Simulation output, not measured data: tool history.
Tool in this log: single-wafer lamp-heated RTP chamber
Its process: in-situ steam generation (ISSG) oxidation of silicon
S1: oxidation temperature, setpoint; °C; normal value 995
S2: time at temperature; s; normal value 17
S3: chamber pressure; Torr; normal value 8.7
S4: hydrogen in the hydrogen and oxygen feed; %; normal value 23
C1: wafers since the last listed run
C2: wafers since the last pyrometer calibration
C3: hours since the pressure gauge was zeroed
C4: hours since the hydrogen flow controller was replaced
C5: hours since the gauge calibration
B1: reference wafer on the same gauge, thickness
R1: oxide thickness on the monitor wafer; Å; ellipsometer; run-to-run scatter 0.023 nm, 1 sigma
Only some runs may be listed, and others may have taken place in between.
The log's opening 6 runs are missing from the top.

| run | hour | S1 | S2 | S3 | S4 | C1 | C2 | C3 | C4 | C5 | B1 | R1 |
|---|---|---|---|---|---|---|---|---|---|---|---|---|
| 7 | 96.9 | 995 | 17 | 8.7 | 23 | 157 | 6439 | 4379 | 3002.8 | 310.7 | 5.62 | 53.48 |
| 8 | 110.2 | 1002 | 17 | 8.7 | 23 | 157 | 6597 | 4392.3 | 3016.1 | 324 | 5.621 | 54.65 |
| 9 | 128.2 | 1002 | 17 | 8.7 | 23 | 213 | 6810 | 4410.3 | 3034.1 | 342 | 5.62 | 54.9 |
| 10 | 136.7 | 1002 | 17 | 8.7 | 23 | 100 | 6911 | 4418.8 | 3042.6 | 350.5 | 5.612 | 54.91 |
| 11 | 147.4 | 995 | 12 | 8.7 | 23 | 126 | 7038 | 4429.5 | 3053.3 | 361.2 | 5.631 | 45.99 |
| 12 | 159.1 | 995 | 17 | 8.7 | 17 | 138 | 7176 | 4441.2 | 3065 | 372.9 | 5.618 | 49.73 |
| 13 | 167.9 | 995 | 17 | 8.7 | 17 | 104 | 7281 | 4450 | 3073.8 | 381.7 | 5.615 | 49.15 |
| 14 | 178.6 | 995 | 17 | 8.7 | 23 | 126 | 7407 | 4460.7 | 3084.5 | 392.4 | 5.616 | 53.56 |
| 15 | 187.1 | 982 | 12 | 8.7 | 23 | 100 | 7508 | 4469.2 | 3093 | 400.9 | 5.62 | 43.27 |
|  | 196.1 | pyrometer window cleaned and pyrometer calibrated |
| 16 | 203.9 | 995 | 17 | 8.7 | 23 | 104 | 91 | 4486 | 3109.8 | 417.7 | 5.63 | 51.98 |
| 17 | 221.2 | 995 | 17 | 8.7 | 23 | 204 | 296 | 4503.3 | 3127.1 | 435 | 5.624 | 51.47 |
|  | 234.2 | pressure gauge zeroed |
| 18 | 234.6 | 995 | 20 | 8.7 | 15 | 63 | 360 | 0.4 | 3140.5 | 448.4 | 5.616 | 50.79 |
| 19 | 244.1 | 995 | 17 | 10 | 23 | 112 | 473 | 9.9 | 3150 | 457.9 | 5.614 | 50.44 |
| 20 | 257 | 995 | 15 | 8.7 | 27 | 152 | 626 | 22.8 | 3162.9 | 470.8 | 5.627 | 51.21 |
| 21 | 273.5 | 995 | 13 | 7.6 | 17 | 195 | 821 | 39.3 | 3179.4 | 487.3 | 5.617 | 43.09 |
|  | 284.1 | hydrogen flow controller replaced |
| 22 | 289.7 | 1001 | 10 | 8.1 | 23 | 97 | 918 | 55.5 | 5.6 | 503.5 | 5.613 | 42.4 |
|  | 290.8 | gauge calibrated |
| 23 | 300.1 | 995 | 23 | 8.7 | 26 | 123 | 1042 | 65.9 | 16 | 9.3 | 5.615 | 61.79 |
| 24 | 341.3 | 995 | 17 | 8.7 | 14 | 488 | 1530 | 107.1 | 57.2 | 50.5 | 5.627 | 47 |
| 25 | 355.5 | 995 | 17 | 8.7 | 23 | 168 | 1698 | 121.3 | 71.4 | 64.7 | 5.623 | 52.22 |
| 26 | 370 | 983 | 17 | 7.9 | 26 | 171 | 1870 | 135.8 | 85.9 | 79.2 | 5.617 | 51.77 |
| 27 | 384.7 | 1001 | 21 | 8.7 | 19 | 174 | 2044 | 150.5 | 100.6 | 93.9 | 5.621 | 57.03 |
| 28 | 392 | 980 | 17 | 8.7 | 23 | 86 | 2130 | 157.8 | 107.9 | 101.2 | 5.624 | 49.62 |
| 29 | 399.8 | 978 | 11 | 8.1 | 23 | 92 | 2223 | 165.6 | 115.7 | 109 | 5.629 | 41.35 |
| 30 | 407.5 | 1001 | 14 | 8 | 17 | 91 | 2314 | 173.3 | 123.4 | 116.7 | 5.621 | 46.57 |

Branching from run 30: 5 alternative next runs. What would each branch give?
| A | 407.9 | 1014 | 17 | 8.7 | 23 | 4 | 2319 | 173.7 | 123.8 | 117.1 | ? | ? |
| B | 407.9 | 1005 | 14 | 9.9 | 23 | 4 | 2319 | 173.7 | 123.8 | 117.1 | ? | ? |
| C | 407.9 | 995 | 17 | 7.8 | 28 | 4 | 2319 | 173.7 | 123.8 | 117.1 | ? | ? |
| D | 407.9 | 986 | 21 | 8.1 | 20 | 4 | 2319 | 173.7 | 123.8 | 117.1 | ? | ? |
| E | 407.9 | 995 | 19 | 8.7 | 23 | 4 | 2319 | 173.7 | 123.8 | 117.1 | ? | ? |

| run | B1 | R1 |
|---|---|---|
| A | 5.622 | 57.11 |
| B | 5.622 | 49.31 |
| C | 5.622 | 55.79 |
| D | 5.622 | 54.45 |
| E | 5.622 | 55.47 |
Had the tool no hidden state, the same runs would have come out as:
| run | R1 |
|---|---|
| A | 55.33 |
| B | 47.94 |
| C | 54.25 |
| D | 52.93 |
| E | 53.89 |
